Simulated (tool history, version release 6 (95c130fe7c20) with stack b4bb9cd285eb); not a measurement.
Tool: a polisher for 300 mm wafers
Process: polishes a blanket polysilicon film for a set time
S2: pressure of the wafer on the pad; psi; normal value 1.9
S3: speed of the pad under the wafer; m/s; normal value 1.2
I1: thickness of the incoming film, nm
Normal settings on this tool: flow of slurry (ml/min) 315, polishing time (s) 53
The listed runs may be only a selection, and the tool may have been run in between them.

Run 1, hour 0: usual settings; I1 1493. Result: film removed (angstrom) 3702.
At hour 23.8: worn pad replaced by a new one.
Run 2, hour 82.6: usual settings; I1 1495.3. Result: film removed (angstrom) 3656.
Run 3, hour 121.4: usual settings; I1 1490.8. Result: film removed (angstrom) 3579.
At hour 189: slurry nozzle cleaned.
Run 4, hour 209.2: usual settings; I1 1465.5. Result: film removed (angstrom) 3533.
At hour 257.6: head pressure recalibrated.
Run 5, hour 265.2: usual settings; I1 1494.6. Result: film removed (angstrom) 3811.
At hour 347: worn pad replaced by a new one.
Run 6, hour 347.5: usual settings but S2 2.4 psi, polishing time (s) 46; I1 1507.5. Result: film removed (angstrom) 3790.
Run 7, hour 407.2: usual settings but S2 2.4 psi, polishing time (s) 46; I1 1502.9. Result: film removed (angstrom) 3699.
Run 8, hour 461: usual settings but S2 2.4 psi, polishing time (s) 46; I1 1472.3. Result: film removed (angstrom) 3729.
Run 9, hour 544.8: usual settings; I1 1511.6. Result: film removed (angstrom) 3597.
At hour 620.9: head pressure recalibrated.
Run 10, hour 635.2: usual settings; I1 1475.6. Result: film removed (angstrom) 3767.
At hour 679.5: worn pad replaced by a new one.
Run 11, hour 737.9: usual settings but S3 0.98 m/s, polishing time (s) 65; I1 1487.7. Result: film removed (angstrom) 4006.
Run 12, hour 787.9: usual settings; I1 1504.4. Result: film removed (angstrom) 3732.
At hour 818.5: slurry nozzle cleaned.
Run 13, hour 878.4: usual settings but flow of slurry (ml/min) 220, S2 2.3 psi, S3 0.88 m/s, polishing time (s) 42; I1 1501.3. Result: film removed (angstrom) 2606.
At hour 957.1: worn pad replaced by a new one.
Run 14, hour 977: usual settings but flow of slurry (ml/min) 240, S2 2.6 psi, S3 0.8 m/s, polishing time (s) 43; I1 1517. Result: film removed (angstrom) 2636.
At hour 1005.7: head pressure recalibrated.
Run 15, hour 1051.6: usual settings; I1 1490.3. Result: film removed (angstrom) 3781.
Run 16, hour 1098.8: usual settings but flow of slurry (ml/min) 405, S2 1.4 psi, S3 1.46 m/s, polishing time (s) 66; I1 1505.5. Result: film removed (angstrom) 4498.
Run 17, hour 1186.1: usual settings but S2 1.7 psi, polishing time (s) 71; I1 1478.5. Result: film removed (angstrom) 4585.
Run 18, hour 1242.1: usual settings but flow of slurry (ml/min) 405, S3 1.42 m/s; I1 1505.9. Result: film removed (angstrom) 4143.
At hour 1303: worn pad replaced by a new one.
At hour 1312.5: head pressure recalibrated.
Run 19, hour 1348.5: usual settings but flow of slurry (ml/min) 405; I1 1510.7. Result: film removed (angstrom) 3850.
At hour 1396: slurry nozzle cleaned.
Run 20, hour 1430.1: usual settings but S2 1.5 psi, S3 1.56 m/s, polishing time (s) 66; I1 1488.8. Result: film removed (angstrom) 4682.
Run 21, hour 1514.5: usual settings but flow of slurry (ml/min) 220, S2 1.2 psi, S3 1.36 m/s, polishing time (s) 48; I1 1498.9. Result: film removed (angstrom) 2667.
At hour 1619.4: worn pad replaced by a new one.
Run 22, hour 1622: usual settings but S2 2.5 psi, S3 1.3 m/s, polishing time (s) 65; I1 1504.7. Result: film removed (angstrom) 5479.

Below, some changes in film removed (angstrom) between adjacent runs. For each, the amount present without the hidden state too (settings, incoming material, random variation) and the amount remaining for the hidden state with gauge scatter not shared by both compared results:
What the log doesn't record here: removal rate lost through wear of the pad, %; slurry flow missing at the pad, %; deviation of the head's pressure from its setpoint, %.
Run 14 -> 15: flow of slurry (ml/min) 240 -> 315, S2 2.6 -> 1.9, S3 0.8 -> 1.2, polishing time (s) 43 -> 53, head pressure recalibrated. film removed (angstrom) +1145: hidden state +249, all else +896.
Run 20 -> 21: flow of slurry (ml/min) 315 -> 220, S2 1.5 -> 1.2, S3 1.56 -> 1.36, polishing time (s) 66 -> 48. film removed (angstrom) -2015: hidden state -23, all else -1992.
Run 21 -> 22: flow of slurry (ml/min) 220 -> 315, S2 1.2 -> 2.5, S3 1.36 -> 1.3, polishing time (s) 48 -> 65, worn pad replaced by a new one. film removed (angstrom) +2812: hidden state -294, all else +3106.

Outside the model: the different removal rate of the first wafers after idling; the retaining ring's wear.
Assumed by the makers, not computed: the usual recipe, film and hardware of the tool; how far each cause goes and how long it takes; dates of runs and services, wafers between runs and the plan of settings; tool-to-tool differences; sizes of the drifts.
